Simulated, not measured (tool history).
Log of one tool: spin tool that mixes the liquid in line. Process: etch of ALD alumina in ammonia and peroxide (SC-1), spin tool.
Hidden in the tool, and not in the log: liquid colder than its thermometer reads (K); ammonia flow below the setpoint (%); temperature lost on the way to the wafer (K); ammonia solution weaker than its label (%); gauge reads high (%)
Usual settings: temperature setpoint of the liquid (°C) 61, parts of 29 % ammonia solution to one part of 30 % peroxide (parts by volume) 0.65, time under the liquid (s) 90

run,day,temperature setpoint of the liquid (°C),parts of 29 % ammonia solution to one part of 30 % peroxide (parts by volume),time under the liquid (s),wafers since the last listed run,hours since the thermometer was replaced,hours since the ammonia flow meter was replaced,hours since the heated supply line was repaired,hours since the drum of ammonia solution was connected,hours since the gauge calibration,"read-back film thickness of the ALD alumina reference wafer, read on the same gauge (nm)",thickness taken off the ALD alumina on a monitor wafer (Å)
1,0,61,0.8,50,0,1002.6,704.4,1897.1,195.6,214.6,59.99,41
2,1.921,61,0.8,50,471,1048.7,750.5,1943.2,241.7,260.7,60.01,41
3,4.212,53,0.65,90,561,1103.7,805.5,1998.2,296.7,315.7,60,47.6
4,6.571,61,0.55,115,578,1160.3,862.1,2054.8,353.3,372.3,59.99,91.1
# day 8.525: new drum of ammonia solution connected
5,10.717,61,0.55,115,1006,1259.8,961.6,2154.3,52.6,471.8,60,91.1
6,15.004,61,0.55,115,1051,1362.7,1064.5,2257.2,155.5,574.7,60,90.9
7,17.762,57.5,0.65,90,676,1428.9,1130.7,2323.4,221.7,640.9,60,60.3
# day 20.188: gauge calibrated
8,20.871,57.5,0.65,90,762,1503.5,1205.3,2398,296.3,16.4,60.01,59.9
9,23.254,57.5,0.65,90,584,1560.7,1262.5,2455.2,353.5,73.6,60,60.2
# day 25.183: new drum of ammonia solution connected
10,27.096,61,0.65,90,931,1652.9,1354.7,2547.4,45.9,165.8,60,72.4
# day 27.496: ammonia flow meter replaced
11,29.767,61,0.65,60,644,1717,54.5,2611.5,110,229.9,59.99,48.2
12,31.712,68,0.65,75,477,1763.7,101.2,2658.2,156.7,276.6,59.98,84.7
13,35.146,70,0.65,90,841,1846.1,183.6,2740.6,239.1,359,60.02,113.7
14,37.358,61,0.65,90,542,1899.2,236.7,2793.7,292.2,412.1,60.01,72.4
15,38.912,61,0.65,90,381,1936.5,274,2831,329.5,449.4,60.01,72.5
16,41.296,61,0.65,90,584,1993.7,331.2,2888.2,386.7,506.6,59.98,71.6
# day 41.996: new drum of ammonia solution connected
# day 42.646: heated supply line repaired
# day 44.342: thermometer replaced
17,44.529,54,0.75,145,762,4.5,408.8,45.2,60.8,584.2,60.01,81.5
18,48.196,69.5,0.35,35,899,92.5,496.8,133.2,148.8,672.2,59.99,40.5
# day 49.871: gauge calibrated
19,51.65,61,0.75,120,846,175.4,579.7,216.1,231.7,42.7,59.99,97.3
# day 56.65: new drum of ammonia solution connected
20,60.988,55.5,0.4,140,2279,399.5,803.8,440.2,104.1,266.8,60.01,80.3
21,64.971,61,0.65,90,976,495.1,899.4,535.8,199.7,362.4,59.99,72.5

What the log doesn't show, run by run:
liquid colder than its thermometer reads (K): 0 in every run
ammonia flow below the setpoint (%): 0 in every run
temperature lost on the way to the wafer (K): 0 in every run
ammonia solution weaker than its label (%): 0 in every run
gauge reads high (%): 0 in every run
